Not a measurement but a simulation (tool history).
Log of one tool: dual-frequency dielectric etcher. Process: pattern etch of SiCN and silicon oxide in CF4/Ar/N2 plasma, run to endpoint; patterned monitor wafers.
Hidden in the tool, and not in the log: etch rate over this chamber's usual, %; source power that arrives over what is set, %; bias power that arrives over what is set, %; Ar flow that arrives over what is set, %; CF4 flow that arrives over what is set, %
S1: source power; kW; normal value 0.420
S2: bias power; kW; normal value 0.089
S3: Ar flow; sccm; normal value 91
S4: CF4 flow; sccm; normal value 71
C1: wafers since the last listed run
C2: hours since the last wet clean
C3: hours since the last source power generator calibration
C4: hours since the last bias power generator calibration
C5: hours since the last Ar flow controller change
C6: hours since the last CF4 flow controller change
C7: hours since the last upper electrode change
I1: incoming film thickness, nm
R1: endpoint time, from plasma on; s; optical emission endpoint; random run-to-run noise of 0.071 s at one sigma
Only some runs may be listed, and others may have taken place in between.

run 1 hour=0.0 | S1=0.450 S2=0.089 S3=91 S4=71 | C1=0 C2=433.8 C3=2856.8 C4=4196.7 C5=4310.1 C6=1471.7 C7=3246.8 | I1=11.86 | R1=13.5
run 2 hour=8.2 | S1=0.420 S2=0.089 S3=91 S4=71 | C1=106 C2=442.0 C3=2865.0 C4=4204.9 C5=4318.3 C6=1479.9 C7=3255.0 | I1=11.67 | R1=13.9
run 3 hour=19.8 | S1=0.420 S2=0.089 S3=91 S4=71 | C1=150 C2=453.6 C3=2876.6 C4=4216.5 C5=4329.9 C6=1491.5 C7=3266.6 | I1=11.80 | R1=14.1
-- hour=30.1 CF4 flow controller replaced
run 4 hour=30.6 | S1=0.370 S2=0.089 S3=91 S4=71 | C1=62 C2=464.4 C3=2887.4 C4=4227.3 C5=4340.7 C6=0.5 C7=3277.4 | I1=11.86 | R1=15.9
run 5 hour=48.5 | S1=0.360 S2=0.089 S3=91 S4=71 | C1=232 C2=482.3 C3=2905.3 C4=4245.2 C5=4358.6 C6=18.4 C7=3295.3 | I1=11.80 | R1=16.3
run 6 hour=63.1 | S1=0.420 S2=0.073 S3=109 S4=71 | C1=190 C2=496.9 C3=2919.9 C4=4259.8 C5=4373.2 C6=33.0 C7=3309.9 | I1=11.76 | R1=15.5
-- hour=78.7 Ar flow controller replaced
run 7 hour=79.2 | S1=0.420 S2=0.089 S3=91 S4=71 | C1=131 C2=513.0 C3=2936.0 C4=4275.9 C5=0.5 C6=49.1 C7=3326.0 | I1=11.83 | R1=14.2
run 8 hour=84.8 | S1=0.520 S2=0.097 S3=78 S4=57 | C1=72 C2=518.6 C3=2941.6 C4=4281.5 C5=6.1 C6=54.7 C7=3331.6 | I1=11.91 | R1=11.5
-- hour=98.3 bias power generator calibrated
-- hour=110.7 wet clean of the chamber
run 9 hour=111.2 | S1=0.450 S2=0.102 S3=91 S4=71 | C1=128 C2=0.5 C3=2968.0 C4=12.9 C5=32.5 C6=81.1 C7=3358.0 | I1=11.84 | R1=12.4
run 10 hour=111.6 | S1=0.420 S2=0.089 S3=91 S4=71 | C1=5 C2=0.9 C3=2968.4 C4=13.3 C5=32.9 C6=81.5 C7=3358.4 | I1=11.78 | R1=13.6
run 11 hour=122.3 | S1=0.420 S2=0.089 S3=91 S4=71 | C1=139 C2=11.6 C3=2979.1 C4=24.0 C5=43.6 C6=92.2 C7=3369.1 | I1=11.76 | R1=13.5
-- hour=144.5 source power generator calibrated
-- hour=152.6 upper electrode replaced, of another model than before
run 12 hour=153.1 | S1=0.420 S2=0.089 S3=91 S4=71 | C1=243 C2=42.4 C3=8.6 C4=54.8 C5=74.4 C6=123.0 C7=0.5 | I1=11.81 | R1=13.8
run 13 hour=153.4 | S1=0.420 S2=0.089 S3=91 S4=71 | C1=3 C2=42.7 C3=8.9 C4=55.1 C5=74.7 C6=123.3 C7=0.8 | I1=11.90 | R1=13.7
run 14 hour=162.2 | S1=0.390 S2=0.089 S3=81 S4=84 | C1=114 C2=51.5 C3=17.7 C4=63.9 C5=83.5 C6=132.1 C7=9.6 | I1=11.84 | R1=13.6
run 15 hour=176.1 | S1=0.420 S2=0.089 S3=82 S4=71 | C1=180 C2=65.4 C3=31.6 C4=77.8 C5=97.4 C6=146.0 C7=23.5 | I1=11.79 | R1=13.5
run 16 hour=185.2 | S1=0.420 S2=0.068 S3=91 S4=77 | C1=118 C2=74.5 C3=40.7 C4=86.9 C5=106.5 C6=155.1 C7=32.6 | I1=11.70 | R1=14.0
run 17 hour=192.2 | S1=0.420 S2=0.089 S3=91 S4=71 | C1=91 C2=81.5 C3=47.7 C4=93.9 C5=113.5 C6=162.1 C7=39.6 | I1=11.80 | R1=13.7
run 18 hour=200.6 | S1=0.420 S2=0.089 S3=91 S4=71 | C1=109 C2=89.9 C3=56.1 C4=102.3 C5=121.9 C6=170.5 C7=48.0 | I1=11.79 | R1=13.6
run 19 hour=207.7 | S1=0.420 S2=0.089 S3=82 S4=71 | C1=92 C2=97.0 C3=63.2 C4=109.4 C5=129.0 C6=177.6 C7=55.1 | I1=11.82 | R1=13.5
run 20 hour=246.7 | S1=0.420 S2=0.089 S3=91 S4=61 | C1=507 C2=136.0 C3=102.2 C4=148.4 C5=168.0 C6=216.6 C7=94.1 | I1=11.69 | R1=13.9
run 21 hour=277.9 | S1=0.320 S2=0.089 S3=100 S4=71 | C1=406 C2=167.2 C3=133.4 C4=179.6 C5=199.2 C6=247.8 C7=125.3 | I1=11.81 | R1=16.2
run 22 hour=295.1 | S1=0.420 S2=0.089 S3=91 S4=71 | C1=223 C2=184.4 C3=150.6 C4=196.8 C5=216.4 C6=265.0 C7=142.5 | I1=11.78 | R1=13.8
run 23 hour=312.2 | S1=0.420 S2=0.079 S3=73 S4=71 | C1=222 C2=201.5 C3=167.7 C4=213.9 C5=233.5 C6=282.1 C7=159.6 | I1=11.85 | R1=13.4
run 24 hour=321.8 | S1=0.500 S2=0.107 S3=108 S4=59 | C1=124 C2=211.1 C3=177.3 C4=223.5 C5=243.1 C6=291.7 C7=169.2 | I1=11.71 | R1=12.7
run 25 hour=338.2 | S1=0.420 S2=0.106 S3=76 S4=55 | C1=213 C2=227.5 C3=193.7 C4=239.9 C5=259.5 C6=308.1 C7=185.6 | I1=11.84 | R1=13.3

Predict each of these 3 candidate next runs independently; none follows another, all start after run 25:
run A hour=338.6 | S1=0.420 S2=0.089 S3=91 S4=71 | C1=5 C2=227.9 C3=194.1 C4=240.3 C5=259.9 C6=308.5 C7=186.0 | I1=11.75 | R1=?
run B hour=338.6 | S1=0.420 S2=0.107 S3=76 S4=71 | C1=5 C2=227.9 C3=194.1 C4=240.3 C5=259.9 C6=308.5 C7=186.0 | I1=11.75 | R1=?
run C hour=338.6 | S1=0.420 S2=0.089 S3=108 S4=71 | C1=5 C2=227.9 C3=194.1 C4=240.3 C5=259.9 C6=308.5 C7=186.0 | I1=11.75 | R1=?

run=A R1=13.7
run=B R1=12.7
run=C R1=14.2
With the hidden condition removed and each run's random variation left untouched, the same runs would have given:
run=A R1=13.5
run=B R1=12.5
run=C R1=13.9
